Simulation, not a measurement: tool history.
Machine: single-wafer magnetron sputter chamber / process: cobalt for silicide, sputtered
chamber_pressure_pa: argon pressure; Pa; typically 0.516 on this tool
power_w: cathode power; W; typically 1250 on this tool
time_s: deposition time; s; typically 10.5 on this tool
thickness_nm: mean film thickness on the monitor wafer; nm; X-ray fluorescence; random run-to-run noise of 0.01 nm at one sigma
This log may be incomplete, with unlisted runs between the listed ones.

run   hour  chamber_pressure_pa  power_w  time_s  read-back reference wafer on the same gauge, thickness_nm  thickness_nm
  1      0                0.516     1250    10.5                                                      6.162          6.72
  2      9                0.516     1400    10.5                                                      6.158         7.501
  3   25.8                0.516     1400    10.5                                                      6.164         7.503
  4   43.2                0.516     1400    10.5                                                      6.161         7.494
  5   50.6                0.516     1250    10.5                                                      6.159         6.677
  6   66.7                0.516     1100    10.5                                                      6.161         5.881
      81.9  -- capacitance manometer re-zeroed and calibrated
  7   82.4                0.516     1100    10.5                                                      6.162          5.86
  8   87.5                0.516     1250    10.5                                                      6.157         6.644
     108.6  -- sputter target and shields replaced
  9  109.1                0.516     1250     9.3                                                      6.162         5.952
     118.8  -- magnet pack replaced
 10  119.3                0.516     1400    10.5                                                       6.16         7.546
 11  124.3                0.516     1400     9.3                                                      6.162         6.684
 12  137.7                0.601     1250    12.5                                                      6.153         7.666
 13  144.7                0.349     1250    10.5                                                      6.164          7.31
     144.8  -- gauge calibrated
 14  160.4                0.516     1250    10.5                                                      6.164         6.697
 15  177.6                0.583     1050    10.5                                                      6.162         5.457
 16  194.8                0.366     1350    11.8                                                      6.159         8.775

Below are 5 alternative next runs, each starting from the tool's condition after run 16. Predict each:
  A  195.2                0.516     1500    10.5                                                          ?             ?
  B  195.2                0.411     1000     8.9                                                          ?             ?
  C  195.2                0.647     1500    11.6                                                          ?             ?
  D  195.2                0.516     1150    11.5                                                          ?             ?
  E  195.2                0.601     1250    10.5                                                          ?             ?

run  read-back reference wafer on the same gauge, thickness_nm  thickness_nm
  A                                                      6.161         8.038
  B                                                      6.161         4.788
  C                                                      6.161         8.326
  D                                                      6.161         6.749
  E                                                      6.161         6.423
Without the tool's unlogged condition, the same runs would have read:
run  thickness_nm
  A          8.07
  B         4.807
  C          8.36
  D         6.776
  E         6.449

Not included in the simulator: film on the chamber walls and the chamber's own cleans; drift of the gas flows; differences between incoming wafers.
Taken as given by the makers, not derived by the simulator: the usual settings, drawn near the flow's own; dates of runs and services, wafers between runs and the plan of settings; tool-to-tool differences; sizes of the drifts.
